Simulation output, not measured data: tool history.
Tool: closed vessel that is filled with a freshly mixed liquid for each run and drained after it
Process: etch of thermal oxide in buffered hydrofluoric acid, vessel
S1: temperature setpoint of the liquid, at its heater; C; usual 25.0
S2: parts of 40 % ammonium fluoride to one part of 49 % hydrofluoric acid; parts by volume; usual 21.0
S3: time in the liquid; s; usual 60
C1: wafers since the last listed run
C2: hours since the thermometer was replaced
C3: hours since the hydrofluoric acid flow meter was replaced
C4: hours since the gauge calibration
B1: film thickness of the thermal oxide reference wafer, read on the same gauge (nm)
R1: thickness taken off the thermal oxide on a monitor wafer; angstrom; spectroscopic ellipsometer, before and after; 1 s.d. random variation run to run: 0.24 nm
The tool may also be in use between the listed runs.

{"run": 1, "hour": 0.0, "S1": 25.0, "S2": 21.0, "S3": 60, "C1": 0, "C2": 2505.7, "C3": 1313.0, "C4": 479.7, "B1": 140.03, "R1": 269.0}
{"run": 2, "hour": 33.4, "S1": 25.0, "S2": 21.0, "S3": 60, "C1": 4343, "C2": 2539.1, "C3": 1346.4, "C4": 513.1, "B1": 139.98, "R1": 270.0}
{"run": 3, "hour": 46.9, "S1": 25.0, "S2": 21.0, "S3": 60, "C1": 1755, "C2": 2552.6, "C3": 1359.9, "C4": 526.6, "B1": 140.0, "R1": 268.3}
{"run": 4, "hour": 73.1, "S1": 25.0, "S2": 21.0, "S3": 60, "C1": 3407, "C2": 2578.8, "C3": 1386.1, "C4": 552.8, "B1": 140.03, "R1": 267.4}
{"run": 5, "hour": 93.9, "S1": 25.0, "S2": 21.0, "S3": 60, "C1": 2704, "C2": 2599.6, "C3": 1406.9, "C4": 573.6, "B1": 139.99, "R1": 265.3}
{"run": 6, "hour": 122.4, "S1": 25.0, "S2": 21.0, "S3": 60, "C1": 3706, "C2": 2628.1, "C3": 1435.4, "C4": 602.1, "B1": 139.99, "R1": 267.5}
{"run": 7, "hour": 142.5, "S1": 25.0, "S2": 21.0, "S3": 60, "C1": 2613, "C2": 2648.2, "C3": 1455.5, "C4": 622.2, "B1": 140.0, "R1": 265.5}
{"run": 8, "hour": 165.8, "S1": 23.5, "S2": 21.0, "S3": 60, "C1": 3030, "C2": 2671.5, "C3": 1478.8, "C4": 645.5, "B1": 139.97, "R1": 244.3}
{"run": 9, "hour": 183.6, "S1": 23.5, "S2": 21.0, "S3": 60, "C1": 2314, "C2": 2689.3, "C3": 1496.6, "C4": 663.3, "B1": 140.02, "R1": 240.8}
{"run": 10, "hour": 203.6, "S1": 23.5, "S2": 21.0, "S3": 60, "C1": 2600, "C2": 2709.3, "C3": 1516.6, "C4": 683.3, "B1": 140.01, "R1": 246.8}
{"run": 11, "hour": 223.7, "S1": 25.0, "S2": 21.0, "S3": 60, "C1": 2613, "C2": 2729.4, "C3": 1536.7, "C4": 703.4, "B1": 140.02, "R1": 266.8}
{"run": 12, "hour": 238.6, "S1": 25.0, "S2": 21.0, "S3": 60, "C1": 1937, "C2": 2744.3, "C3": 1551.6, "C4": 718.3, "B1": 140.05, "R1": 264.3}
{"run": 13, "hour": 266.9, "S1": 25.0, "S2": 21.0, "S3": 60, "C1": 3680, "C2": 2772.6, "C3": 1579.9, "C4": 746.6, "B1": 140.0, "R1": 265.6}
{"run": 14, "hour": 280.5, "S1": 25.0, "S2": 21.0, "S3": 60, "C1": 1768, "C2": 2786.2, "C3": 1593.5, "C4": 760.2, "B1": 140.0, "R1": 263.5}
{"run": 15, "hour": 294.5, "S1": 27.5, "S2": 21.0, "S3": 60, "C1": 1820, "C2": 2800.2, "C3": 1607.5, "C4": 774.2, "B1": 139.98, "R1": 305.8}
{"run": 16, "hour": 306.9, "S1": 21.5, "S2": 15.5, "S3": 75, "C1": 1612, "C2": 2812.6, "C3": 1619.9, "C4": 786.6, "B1": 140.0, "R1": 363.3}
{"run": 17, "hour": 338.0, "S1": 25.0, "S2": 21.0, "S3": 60, "C1": 4044, "C2": 2843.7, "C3": 1651.0, "C4": 817.7, "B1": 139.94, "R1": 262.3}
{"run": 18, "hour": 353.7, "S1": 23.0, "S2": 21.0, "S3": 60, "C1": 2041, "C2": 2859.4, "C3": 1666.7, "C4": 833.4, "B1": 140.02, "R1": 233.0}
{"hour": 365.6, "done": "gauge calibrated"}
{"run": 19, "hour": 373.3, "S1": 25.0, "S2": 21.0, "S3": 60, "C1": 2548, "C2": 2879.0, "C3": 1686.3, "C4": 7.7, "B1": 140.0, "R1": 266.3}
{"hour": 382.7, "done": "thermometer replaced"}
{"run": 20, "hour": 405.8, "S1": 27.5, "S2": 18.5, "S3": 60, "C1": 4096, "C2": 23.1, "C3": 1718.8, "C4": 40.2, "B1": 140.05, "R1": 383.6}
{"run": 21, "hour": 421.6, "S1": 27.0, "S2": 26.0, "S3": 30, "C1": 2054, "C2": 38.9, "C3": 1734.6, "C4": 56.0, "B1": 139.98, "R1": 147.2}
{"run": 22, "hour": 442.2, "S1": 27.0, "S2": 18.5, "S3": 60, "C1": 2678, "C2": 59.5, "C3": 1755.2, "C4": 76.6, "B1": 139.99, "R1": 376.7}
{"run": 23, "hour": 458.1, "S1": 20.0, "S2": 21.0, "S3": 60, "C1": 2067, "C2": 75.4, "C3": 1771.1, "C4": 92.5, "B1": 140.04, "R1": 232.5}
{"run": 24, "hour": 492.0, "S1": 25.0, "S2": 16.5, "S3": 40, "C1": 4408, "C2": 109.3, "C3": 1805.0, "C4": 126.4, "B1": 140.03, "R1": 250.7}
{"run": 25, "hour": 508.1, "S1": 23.5, "S2": 21.0, "S3": 60, "C1": 2093, "C2": 125.4, "C3": 1821.1, "C4": 142.5, "B1": 140.02, "R1": 277.9}
{"run": 26, "hour": 524.9, "S1": 25.0, "S2": 21.0, "S3": 45, "C1": 2184, "C2": 142.2, "C3": 1837.9, "C4": 159.3, "B1": 140.03, "R1": 224.4}
{"run": 27, "hour": 539.1, "S1": 25.0, "S2": 14.0, "S3": 30, "C1": 1846, "C2": 156.4, "C3": 1852.1, "C4": 173.5, "B1": 139.97, "R1": 223.4}
{"hour": 546.0, "done": "hydrofluoric acid flow meter replaced"}
{"run": 28, "hour": 617.4, "S1": 27.5, "S2": 13.5, "S3": 60, "C1": 10052, "C2": 234.7, "C3": 71.4, "C4": 251.8, "B1": 140.0, "R1": 523.6}
{"run": 29, "hour": 647.4, "S1": 29.5, "S2": 24.5, "S3": 60, "C1": 3901, "C2": 264.7, "C3": 101.4, "C4": 281.8, "B1": 139.99, "R1": 345.2}
{"run": 30, "hour": 681.8, "S1": 25.0, "S2": 24.0, "S3": 60, "C1": 4473, "C2": 299.1, "C3": 135.8, "C4": 316.2, "B1": 139.96, "R1": 275.3}
{"run": 31, "hour": 742.0, "S1": 20.0, "S2": 21.0, "S3": 40, "C1": 7828, "C2": 359.3, "C3": 196.0, "C4": 376.4, "B1": 139.99, "R1": 153.6}
{"run": 32, "hour": 773.9, "S1": 25.0, "S2": 21.0, "S3": 40, "C1": 4148, "C2": 391.2, "C3": 227.9, "C4": 408.3, "B1": 140.03, "R1": 198.5}
{"run": 33, "hour": 804.9, "S1": 22.0, "S2": 25.5, "S3": 80, "C1": 4031, "C2": 422.2, "C3": 258.9, "C4": 439.3, "B1": 139.95, "R1": 298.1}
{"run": 34, "hour": 823.7, "S1": 25.0, "S2": 21.0, "S3": 60, "C1": 2444, "C2": 441.0, "C3": 277.7, "C4": 458.1, "B1": 139.96, "R1": 301.3}

Forecast each of these 3 alternatives for the next run:
{"run": "A", "hour": 824.4, "S1": 25.0, "S2": 21.0, "S3": 60, "C1": 91, "C2": 441.7, "C3": 278.4, "C4": 458.8, "B1": "?", "R1": "?"}
{"run": "B", "hour": 824.4, "S1": 27.5, "S2": 26.5, "S3": 30, "C1": 91, "C2": 441.7, "C3": 278.4, "C4": 458.8, "B1": "?", "R1": "?"}
{"run": "C", "hour": 824.4, "S1": 27.0, "S2": 21.0, "S3": 60, "C1": 91, "C2": 441.7, "C3": 278.4, "C4": 458.8, "B1": "?", "R1": "?"}

run=A B1=140.01 R1=296.1
run=B B1=140.01 R1=144.5
run=C B1=140.01 R1=330.1
Without the tool's unlogged condition, the same runs would have read:
run=A R1=309.3
run=B R1=150.9
run=C R1=344.6
